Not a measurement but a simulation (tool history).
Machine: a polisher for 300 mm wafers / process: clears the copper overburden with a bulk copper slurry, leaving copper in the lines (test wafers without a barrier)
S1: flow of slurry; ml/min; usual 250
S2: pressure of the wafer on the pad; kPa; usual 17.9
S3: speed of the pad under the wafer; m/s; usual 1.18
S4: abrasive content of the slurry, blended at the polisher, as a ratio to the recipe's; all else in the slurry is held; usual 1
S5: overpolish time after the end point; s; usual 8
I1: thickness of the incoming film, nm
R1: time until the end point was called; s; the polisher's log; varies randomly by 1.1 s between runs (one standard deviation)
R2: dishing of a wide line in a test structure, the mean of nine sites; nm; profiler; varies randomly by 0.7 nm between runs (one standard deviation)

run	hour	S1	S2	S3	S4	S5	I1	R1	R2
1	0	250	17.9	1.18	1	8	745.6	78.5	32.5
2	75.4	250	17.9	1.18	1	8	736.8	80.3	33.1
# hour 166: slurry blender recalibrated
3	175.6	250	17.9	1.18	1	8	733.4	76.3	33.1
4	278.6	250	21.4	1.18	1	8	734.9	64.8	35.7
5	349.5	250	21.4	1.18	1	8	741.8	65.7	33.9
# hour 365.5: slurry nozzle cleaned
6	433.2	250	17.9	1.18	1	8	751	78.9	33.2
# hour 486.4: worn pad replaced by a new one
7	510.3	250	17.9	1.18	1	8	747.5	80.6	31.8
8	546.4	250	17.9	1.18	1	8	743.4	79.6	31.7
9	589.8	250	17.9	1.18	1	8	729.7	83.3	32
# hour 616.4: slurry blender recalibrated
10	645.9	220	17.9	0.96	1	8	740.5	92.1	31.4
11	690.9	250	17.9	1.18	1.15	8	742.4	73.8	33
12	734.1	250	17.9	1.18	1	8	746.8	74.9	31.9
13	828.1	250	17.9	1.18	1	12	756.9	80	38
# hour 839.1: head pressure recalibrated
# hour 864.4: slurry nozzle cleaned
14	876.3	210	13.8	1.04	1	10	743	114.5	29.4
# hour 907.2: worn pad replaced by a new one
15	918.8	250	17.9	1.18	1	8	733.3	75.9	33.2
16	989.8	250	12.4	1.18	1	8	732.2	115.2	25.4
17	1067.2	250	12.4	1.46	1	8	752.2	98.9	28.3
# hour 1127.4: slurry blender recalibrated
18	1149.2	250	17.9	1.46	1	6	738.4	62.9	32.2
19	1224.8	305	21.4	1.18	0.9	10	746	65.3	38.4
20	1286.4	250	17.9	1.18	1	8	743.8	78.5	32.2
21	1345.2	250	17.9	1.18	1	8	740.3	76.5	33
# hour 1398.3: slurry nozzle cleaned
# hour 1435.8: worn pad replaced by a new one
22	1436.3	330	17.9	1.18	1	8	757.4	76.9	33.1
23	1503.9	250	21.4	1.18	1	6	740	68.5	30.8
24	1548.6	250	17.9	1.18	1	8	740.4	78.3	32.8
25	1597.6	215	17.9	1.18	1	8	736.5	84.2	30.9
# hour 1632.1: slurry blender recalibrated
26	1665.5	300	15.9	1.04	1	8	757.4	97.2	29.8
27	1764.3	215	14.5	1.18	1.1	10	738.2	95.1	33.1
28	1824.1	250	23.4	1.18	1.1	8	751	59.1	37

Here are 4 independent what-if runs from the current tool condition. What would each one return?
A	1824.6	250	17.9	1.18	1	8	743.1	?	?
B	1824.6	250	20	1.18	0.75	8	743.1	?	?
C	1824.6	210	22.8	1.4	0.85	8	743.1	?	?
D	1824.6	330	17.9	1.18	0.75	8	743.1	?	?

run	R1	R2
A	76.8	32.3
B	72.6	33.3
C	54.8	37.2
D	79	31.9
With the hidden condition removed and each run's random variation left untouched, the same runs would have given:
run	R1	R2
A	75.3	32.6
B	71.2	33.6
C	53.8	37.4
D	77.5	32.2
